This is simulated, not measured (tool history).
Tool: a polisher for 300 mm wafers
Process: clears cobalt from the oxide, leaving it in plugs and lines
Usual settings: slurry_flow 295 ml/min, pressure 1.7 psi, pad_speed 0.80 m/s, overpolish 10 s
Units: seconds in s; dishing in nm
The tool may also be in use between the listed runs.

run,hour,slurry_flow,pressure,pad_speed,overpolish,wafers since the last listed run,wafers polished on this pad,hours since the slurry nozzle was cleaned,hours since the head pressure was calibrated,"incoming thickness of the incoming film, nm",seconds,dishing
1,0.0,295,1.7,0.80,10,0,993,170.5,11.8,319.8,107.3,27.0
2,31.0,295,1.7,0.80,10,358,1351,201.5,42.8,321.7,109.6,26.5
3,63.1,295,1.7,0.80,13,371,1723,233.6,74.9,321.5,107.5,31.7
# hour 72.1: worn pad replaced by a new one
4,93.0,295,1.7,0.80,13,299,241,263.5,104.8,317.7,105.1,33.4
5,123.2,295,1.7,0.80,13,349,591,293.7,135.0,319.1,104.9,32.0
6,157.1,295,1.7,0.80,10,392,983,327.6,168.9,321.2,105.8,26.9
7,190.7,295,1.7,0.80,10,388,1371,361.2,202.5,320.1,104.1,26.9
8,217.5,295,1.7,0.80,10,309,1681,388.0,229.3,315.6,100.9,27.2
9,247.1,295,1.7,0.80,10,342,2024,417.6,258.9,320.8,100.2,27.5
10,264.3,295,1.7,0.80,10,198,2223,434.8,276.1,323.6,104.0,27.6
# hour 270.6: worn pad replaced by a new one
11,277.7,295,1.7,0.80,10,108,82,448.2,289.5,318.6,101.6,27.0
12,290.8,295,1.7,0.80,10,151,233,461.3,302.6,319.8,101.5,27.8
13,307.1,295,1.7,0.80,14,188,422,477.6,318.9,323.6,100.5,34.5
14,349.2,295,1.7,0.80,14,486,909,519.7,361.0,319.4,98.8,35.1
15,365.4,245,1.7,0.80,10,187,1096,535.9,377.2,322.8,97.8,26.9
16,398.1,245,1.7,0.80,10,378,1474,568.6,409.9,316.6,98.9,28.1
17,416.1,295,1.7,0.80,10,208,1682,586.6,427.9,324.1,101.6,28.5
18,438.6,295,1.7,0.80,10,260,1943,609.1,450.4,321.2,98.5,28.2
# hour 452.9: head pressure recalibrated
19,459.8,295,1.7,0.54,10,222,2165,630.3,6.9,324.6,182.4,18.0
# hour 468.8: worn pad replaced by a new one
20,474.2,295,1.7,0.54,10,120,62,644.7,21.3,320.2,172.4,18.2
21,496.6,295,1.7,0.80,15,259,321,667.1,43.7,319.7,125.4,31.8
22,510.0,390,1.7,0.80,10,154,476,680.5,57.1,320.3,124.4,23.8
23,543.2,350,1.2,1.04,8,383,860,713.7,90.3,321.6,142.8,17.7
# hour 563.5: head pressure recalibrated, repeated, since the last time left the tool worse
24,577.6,295,1.7,0.80,13,374,1235,748.1,14.1,322.8,104.8,31.6
25,591.5,295,1.7,0.80,10,160,1396,762.0,28.0,325.8,106.8,26.5
26,605.4,295,1.1,0.80,10,160,1556,775.9,41.9,317.6,166.1,19.0
# hour 639.6: slurry nozzle cleaned
27,640.1,295,1.7,0.80,8,389,1946,0.5,76.6,319.3,104.1,23.0
# hour 644.4: worn pad replaced by a new one
28,657.9,295,1.7,0.80,10,159,156,18.3,94.4,323.2,105.5,26.7
29,679.0,335,1.7,0.58,15,244,400,39.4,115.5,322.9,134.0,29.9
30,702.1,295,1.9,0.80,10,267,667,62.5,138.6,319.0,90.4,28.1
31,725.8,385,2.3,0.60,6,274,942,86.2,162.3,318.2,93.0,20.0
32,756.0,400,1.3,0.80,10,349,1291,116.4,192.5,319.0,131.0,22.1
# hour 803.0: worn pad replaced by a new one
33,831.4,295,1.7,0.80,10,825,329,191.8,267.9,316.8,101.7,27.9
34,850.4,375,1.7,0.60,7,219,548,210.8,286.9,320.7,124.5,17.9
35,867.9,295,1.2,0.66,6,202,751,228.3,304.4,318.9,164.2,12.1

Hidden state at the last listed run before each entry between runs and at the first one after, where it differs:
Between runs 3 and 4: worn pad replaced by a new one (hour 72.1)
  deviation of the head's pressure from its setpoint, %: 0.843 -> 1.48
  measured less the result without the state, seconds: -0.9 -> -1.5 s; dishing: +0.2 -> +0.4 nm
Between runs 10 and 11: worn pad replaced by a new one (hour 270.6)
  deviation of the head's pressure from its setpoint, %: 5.14 -> 5.43
  measured less the result without the state, seconds: -5.4 -> -5.5 s; dishing: +1.0 -> +1.0 nm
Between runs 18 and 19: head pressure recalibrated (hour 452.9)
  deviation of the head's pressure from its setpoint, %: 8.86 -> -15.5
  measured less the result without the state, seconds: -8.8 -> +28.3 s; dishing: +1.7 -> -2.6 nm
Between runs 19 and 20: worn pad replaced by a new one (hour 468.8)
  deviation of the head's pressure from its setpoint, %: -15.5 -> -15.2
  measured less the result without the state, seconds: +28.3 -> +26.2 s; dishing: -2.6 -> -2.6 nm
Between runs 23 and 24: head pressure recalibrated, repeated, since the last time left the tool worse (hour 563.5)
  deviation of the head's pressure from its setpoint, %: -13.7 -> 0.297
  measured less the result without the state, seconds: +19.6 -> -0.3 s; dishing: -2.3 -> +0.1 nm
Between runs 26 and 27: slurry nozzle cleaned (hour 639.6)
  deviation of the head's pressure from its setpoint, %: 0.891 -> 1.63
  measured less the result without the state, seconds: -1.5 -> -1.7 s; dishing: +0.2 -> +0.3 nm
Between runs 27 and 28: worn pad replaced by a new one (hour 644.4)
  deviation of the head's pressure from its setpoint, %: 1.63 -> 2.01
  measured less the result without the state, seconds: -1.7 -> -2.2 s; dishing: +0.3 -> +0.4 nm
Between runs 32 and 33: worn pad replaced by a new one (hour 803.0)
  deviation of the head's pressure from its setpoint, %: 4.11 -> 5.72
  measured less the result without the state, seconds: -5.4 -> -5.8 s; dishing: +0.7 -> +1.1 nm
